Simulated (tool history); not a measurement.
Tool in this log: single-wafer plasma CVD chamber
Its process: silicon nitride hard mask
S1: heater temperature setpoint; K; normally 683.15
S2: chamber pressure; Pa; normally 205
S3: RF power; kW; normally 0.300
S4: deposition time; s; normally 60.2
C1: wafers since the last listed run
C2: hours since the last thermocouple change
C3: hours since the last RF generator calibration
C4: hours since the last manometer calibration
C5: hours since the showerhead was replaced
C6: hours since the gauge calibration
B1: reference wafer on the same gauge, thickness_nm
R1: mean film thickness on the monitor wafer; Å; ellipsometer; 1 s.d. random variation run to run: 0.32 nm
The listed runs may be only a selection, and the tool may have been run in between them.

run	day	S1	S2	S3	S4	C1	C2	C3	C4	C5	C6	B1	R1
1	0.000	683.15	233	0.300	60.2	0	734.5	607.6	1068.9	3426.0	909.6	82.870	701.38
2	2.888	683.15	233	0.300	60.2	1086	803.8	676.9	1138.2	3495.3	978.9	82.909	693.62
3	5.458	683.15	205	0.300	60.2	967	865.5	738.6	1199.9	3557.0	1040.6	82.884	670.69
4	7.117	683.15	205	0.300	60.2	623	905.3	778.4	1239.7	3596.8	1080.4	82.884	667.67
5	9.129	683.15	205	0.300	60.2	757	953.6	826.7	1288.0	3645.1	1128.7	82.918	667.49
6	10.262	683.15	188	0.300	60.2	426	980.8	853.9	1315.2	3672.3	1155.9	82.915	652.15
7	11.450	683.15	188	0.300	60.2	446	1009.3	882.4	1343.7	3700.8	1184.4	82.831	651.28
8	13.942	690.15	205	0.300	60.2	937	1069.1	942.2	1403.5	3760.6	1244.2	82.938	657.53
9	15.733	683.15	205	0.300	60.2	674	1112.1	985.2	1446.5	3803.6	1287.2	82.896	658.76
10	17.779	683.15	205	0.300	60.2	769	1161.2	1034.3	1495.6	3852.7	1336.3	82.954	663.53
# day 19.229: gauge calibrated
11	19.446	683.15	176	0.300	60.2	627	1201.2	1074.3	1535.6	3892.7	5.2	82.864	632.43
# day 20.638: RF generator calibrated
# day 21.571: capacitance manometer re-zeroed and calibrated
12	21.592	683.15	176	0.300	60.2	556	1252.7	22.9	0.5	3944.2	56.7	82.980	676.50
13	24.171	683.15	176	0.300	60.2	970	1314.6	84.8	62.4	4006.1	118.6	82.884	676.54
# day 24.896: thermocouple changed; heater temperature recalibrated
14	26.975	687.15	205	0.240	60.2	929	49.9	152.1	129.7	4073.4	185.9	82.864	599.24
15	29.554	672.15	184	0.345	60.2	970	111.8	214.0	191.6	4135.3	247.8	82.875	749.48
16	31.833	690.15	252	0.300	66.6	857	166.5	268.7	246.3	4190.0	302.5	82.883	808.11
# day 34.354: showerhead replaced
17	34.529	691.15	205	0.340	67.4	888	231.2	333.4	311.0	4.2	367.2	82.829	833.09
18	37.096	683.15	205	0.300	60.2	965	292.8	395.0	372.6	65.8	428.8	82.905	689.96
19	38.717	683.15	205	0.300	60.2	609	331.7	433.9	411.5	104.7	467.7	82.808	690.30
20	39.908	683.15	239	0.300	60.2	448	360.3	462.5	440.1	133.3	496.3	82.877	716.06
21	42.033	692.15	205	0.300	60.2	799	411.3	513.5	491.1	184.3	547.3	82.909	676.74
22	44.142	683.15	249	0.275	60.2	793	461.9	564.1	541.7	234.9	597.9	82.878	681.35
23	45.979	683.15	205	0.260	60.2	691	506.0	608.2	585.8	279.0	642.0	82.937	614.56
24	47.933	683.15	176	0.300	60.2	735	552.9	655.1	632.7	325.9	688.9	82.869	653.25
25	49.183	696.15	205	0.300	60.2	470	582.9	685.1	662.7	355.9	718.9	82.865	678.07
26	50.617	683.15	180	0.315	54.0	539	617.3	719.5	697.1	390.3	753.3	82.879	607.15
27	52.025	677.15	176	0.300	50.7	529	651.1	753.3	730.9	424.1	787.1	82.910	548.03
28	53.450	683.15	205	0.300	60.2	536	685.3	787.5	765.1	458.3	821.3	82.920	679.78

Below are 5 alternative next runs, each starting from the tool's condition after run 28. Predict each:
A	53.467	683.15	205	0.275	60.2	6	685.7	787.9	765.5	458.7	821.7	?	?
B	53.467	669.15	223	0.300	60.2	6	685.7	787.9	765.5	458.7	821.7	?	?
C	53.467	683.15	155	0.360	52.2	6	685.7	787.9	765.5	458.7	821.7	?	?
D	53.467	677.15	205	0.350	68.8	6	685.7	787.9	765.5	458.7	821.7	?	?
E	53.467	696.15	167	0.345	60.2	6	685.7	787.9	765.5	458.7	821.7	?	?

run	B1	R1
A	82.887	642.69
B	82.887	705.17
C	82.887	620.06
D	82.887	873.20
E	82.887	705.71
The same runs, with their run-to-run variation unchanged, on a tool lacking any hidden condition would have given:
run	R1
A	683.98
B	748.92
C	656.69
D	924.30
E	747.80
